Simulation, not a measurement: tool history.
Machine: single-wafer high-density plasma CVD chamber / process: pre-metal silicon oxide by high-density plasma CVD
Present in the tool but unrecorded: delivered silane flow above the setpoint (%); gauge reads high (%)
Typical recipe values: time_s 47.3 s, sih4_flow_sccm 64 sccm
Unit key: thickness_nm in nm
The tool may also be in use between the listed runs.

run,hour,time_s,sih4_flow_sccm,wafers since the last listed run,hours since the silane flow controller was replaced,hours since the gauge calibration,"read-back reference wafer on the same gauge, thickness_nm",thickness_nm
1,0,47.3,58,0,3478.9,501.4,348.224,258.621
2,31.3,47.3,58,610,3510.2,532.7,347.945,258.482
3,56.3,47.3,58,487,3535.2,557.7,347.975,258.098
4,73,52.9,64,325,3551.9,574.4,348.045,317.642
5,95.3,52.9,64,435,3574.2,596.7,348.131,317.357
6,118.3,52.9,64,448,3597.2,619.7,348.361,316.319
7,143.3,47.3,67,487,3622.2,644.7,348.08,297.582
8,176.2,47.3,67,642,3655.1,677.6,347.889,296.378
9,214.6,47.3,67,749,3693.5,716,348.614,296.7
10,245.5,47.3,64,603,3724.4,746.9,347.949,283.236
# hour 291: gauge calibrated
# hour 353.1: silane flow controller replaced
11,353.6,52.4,54,1953,0.5,62.6,347.98,282.216
12,371.6,52.4,54,351,18.5,80.6,347.51,282.249
13,451.5,39.8,72,1559,98.4,160.5,348.213,281
14,478,47.3,64,517,124.9,187,348.049,298.65
15,505.9,43.7,73,544,152.8,214.9,347.909,315.377
16,529.3,53.8,76,456,176.2,238.3,347.949,398.776
17,564.2,49.9,69,681,211.1,273.2,348.349,339.945
18,589.1,53.6,52,486,236,298.1,347.785,276.746
19,623.8,47.3,54,677,270.7,332.8,348.331,254.087
20,637.2,52.1,72,261,284.1,346.2,347.614,366.993
21,658.4,54.8,72,413,305.3,367.4,347.921,386.556
22,689.7,44.5,69,610,336.6,398.7,348.057,302.198
23,716.9,41.4,71,530,363.8,425.9,347.712,287.626
24,733.2,41.1,59,318,380.1,442.2,347.941,240.916
25,764.8,40.2,76,616,411.7,473.8,348.127,298.175
26,793.6,47.3,64,562,440.5,502.6,347.853,297.923
27,805.8,52.1,54,238,452.7,514.8,347.845,278.39
28,825.8,47.3,64,390,472.7,534.8,348.282,297.623

For each entry between runs, how does the tool's hidden state at the last listed run before it compare with that at the first listed run after it?
In the gap between runs 10 and 11: gauge calibrated (hour 291); silane flow controller replaced (hour 353.1)
  delivered silane flow above the setpoint (%): -5.95 -> -0.299
  measured less the result without the state, thickness_nm: -17.203 -> -0.814 nm
